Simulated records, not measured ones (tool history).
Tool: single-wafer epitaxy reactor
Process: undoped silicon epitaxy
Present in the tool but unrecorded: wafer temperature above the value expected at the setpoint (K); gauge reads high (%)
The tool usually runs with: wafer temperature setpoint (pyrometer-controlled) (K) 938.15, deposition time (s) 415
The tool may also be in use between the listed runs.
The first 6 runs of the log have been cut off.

run   hour  wafer temperature setpoint (pyrometer-controlled) (K)  deposition time (s)  wafers since the last listed run  hours since the last pyrometer calibration  hours since the gauge calibration  read-back reference wafer on the same gauge, thickness_nm  mean film thickness on the monitor wafer (nm)
  7   77.1                                                 948.15                  443                                97                                         795                              113.1                                                     84.007                                        144.122
  8   84.7                                                 948.15                  443                                46                                       802.6                              120.7                                                     84.003                                        143.257
  9   98.1                                                 932.15                  415                                81                                         816                              134.1                                                     83.982                                         98.476
 10  111.4                                                 938.15                  415                                80                                       829.3                              147.4                                                     83.989                                         111.05
 11  124.8                                                 933.15                  415                                81                                       842.7                              160.8                                                     83.956                                        100.573
 12  135.1                                                 933.15                  415                                62                                         853                              171.1                                                     84.017                                        100.842
 13  143.8                                                 933.15                  415                                52                                       861.7                              179.8                                                     83.981                                        100.911
     158.8  -- pyrometer calibrated
 14  159.3                                                 938.15                  415                                45                                         0.5                              195.3                                                     84.003                                        103.072
 15  160.5                                                 938.15                  415                                 7                                         1.7                              196.5                                                     84.001                                        103.283
 16  166.6                                                 938.15                  415                                36                                         7.8                              202.6                                                     84.001                                        103.324
 17  174.4                                                 949.15                  341                                47                                        15.6                              210.4                                                     83.964                                        105.698
 18  191.8                                                 938.15                  415                               105                                          33                              227.8                                                     84.005                                        102.875
 19  202.4                                                 943.15                  358                                64                                        43.6                              238.4                                                     84.028                                         98.722
 20  209.9                                                 929.15                  351                                45                                        51.1                              245.9                                                     83.979                                         72.402
 21  228.6                                                 938.15                  415                               113                                        69.8                              264.6                                                      84.01                                        103.109
 22  237.1                                                 925.15                  354                                51                                        78.3                              273.1                                                     84.025                                         67.531
 23  254.8                                                 927.15                  487                               107                                          96                              290.8                                                     84.007                                         97.083
     255.2  -- gauge calibrated
 24    266                                                 953.15                  364                                67                                       107.2                               10.8                                                     84.052                                        122.095
 25  272.8                                                 946.15                  415                                41                                         114                               17.6                                                     84.032                                         120.43
 26  284.6                                                 931.15                  337                                71                                       125.8                               29.4                                                     84.014                                         72.959
 27    301                                                 930.15                  469                                99                                       142.2                               45.8                                                     83.984                                         99.265
 28  317.4                                                 945.15                  438                                99                                       158.6                               62.2                                                     83.963                                        125.192
 29  330.6                                                 942.15                  471                                79                                       171.8                               75.4                                                     83.965                                        127.235
 30  370.8                                                 949.15                  465                               243                                         212                              115.6                                                     84.023                                        144.418
 31  384.7                                                 938.15                  415                                84                                       225.9                              129.5                                                     84.025                                        103.367

Below are 4 alternative next runs, each starting from the tool's condition after run 31. Predict each:
  A  385.2                                                 938.15                  415                                 3                                       226.4                                130                                                          ?                                              ?
  B  385.2                                                 951.15                  393                                 3                                       226.4                                130                                                          ?                                              ?
  C  385.2                                                 953.15                  415                                 3                                       226.4                                130                                                          ?                                              ?
  D  385.2                                                 924.15                  357                                 3                                       226.4                                130                                                          ?                                              ?

run  read-back reference wafer on the same gauge, thickness_nm  mean film thickness on the monitor wafer (nm)
  A                                                     84.025                                        103.668
  B                                                     84.025                                         127.04
  C                                                     84.025                                        139.496
  D                                                     84.025                                         67.042
Had the tool no hidden state, the same runs would have come out as:
run  mean film thickness on the monitor wafer (nm)
  A                                        103.908
  B                                        127.328
  C                                         139.81
  D                                         67.202
